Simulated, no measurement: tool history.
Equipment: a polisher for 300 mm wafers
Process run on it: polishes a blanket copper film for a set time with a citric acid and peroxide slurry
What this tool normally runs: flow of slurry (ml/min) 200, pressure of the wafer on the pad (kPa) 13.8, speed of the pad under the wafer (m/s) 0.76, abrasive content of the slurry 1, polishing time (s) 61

run	day	flow of slurry (ml/min)	pressure of the wafer on the pad (kPa)	speed of the pad under the wafer (m/s)	abrasive content of the slurry	polishing time (s)	incoming thickness of the incoming film, nm	film removed (Å)
1	0	200	13.8	0.76	1	61	1081.4	686
# day 1.2: slurry blender recalibrated
# day 2.254: worn pad replaced by a new one
# day 2.758: head pressure recalibrated
2	2.946	200	15.2	0.76	1	69	1080.1	850
3	4.421	200	15.2	0.76	1	69	1057.7	842
4	7.188	200	13.8	0.76	1	61	1081.6	679
5	9.817	200	13.8	0.76	1	61	1072	688
# day 12.117: slurry blender recalibrated
# day 12.508: worn pad replaced by a new one
6	15.812	200	13.8	0.76	1	61	1073.6	677
7	18.604	200	13.8	0.76	1	61	1076.3	690
8	20.842	220	13.8	0.76	1	61	1098.7	699
# day 21.275: slurry nozzle cleaned
# day 23.117: slurry blender recalibrated
9	23.138	200	13.8	0.76	1	61	1088.7	686
# day 23.321: worn pad replaced by a new one
10	25.279	200	13.8	0.76	1	61	1098.6	672
11	26.483	200	13.8	0.76	1	61	1082.1	683
12	28.892	200	13.8	0.76	1	61	1091.2	682
# day 28.992: head pressure recalibrated
13	31.454	200	13.8	0.76	1	61	1072.2	685
# day 33.121: slurry blender recalibrated
14	33.767	200	11	0.6	0.85	61	1057	435
# day 34.162: worn pad replaced by a new one
15	35.238	200	13.8	0.76	1	61	1093.6	693
16	37.729	200	13.8	0.76	1	61	1077.2	677
17	40.442	200	13.8	0.76	0.85	61	1073.9	647
18	42.696	200	13.8	0.76	0.8	77	1078.1	798
19	43.808	200	13.8	0.76	1	61	1061.1	679
# day 45.083: slurry blender recalibrated
# day 45.404: worn pad replaced by a new one
20	46.517	200	13.8	0.76	1	71	1094.5	803
21	47.879	200	13.8	0.76	1	40	1092.8	449
22	50.079	200	13.8	0.76	1	61	1065.3	682
23	51.858	200	15.9	0.62	1	61	1079.5	656
24	53.858	200	9.7	0.52	1	61	1086.9	355
# day 56.325: slurry nozzle cleaned
25	56.346	235	18.6	0.76	1.15	51	1089.2	805

Expected results for the next run?
# day 57.125: worn pad replaced by a new one
# day 57.412: slurry blender recalibrated
26	57.521	200	13.8	0.76	0.75	54	1093.1	?

film removed (Å): 552
The same run, on a tool lacking any hidden state, would have yielded film removed (Å) 552.

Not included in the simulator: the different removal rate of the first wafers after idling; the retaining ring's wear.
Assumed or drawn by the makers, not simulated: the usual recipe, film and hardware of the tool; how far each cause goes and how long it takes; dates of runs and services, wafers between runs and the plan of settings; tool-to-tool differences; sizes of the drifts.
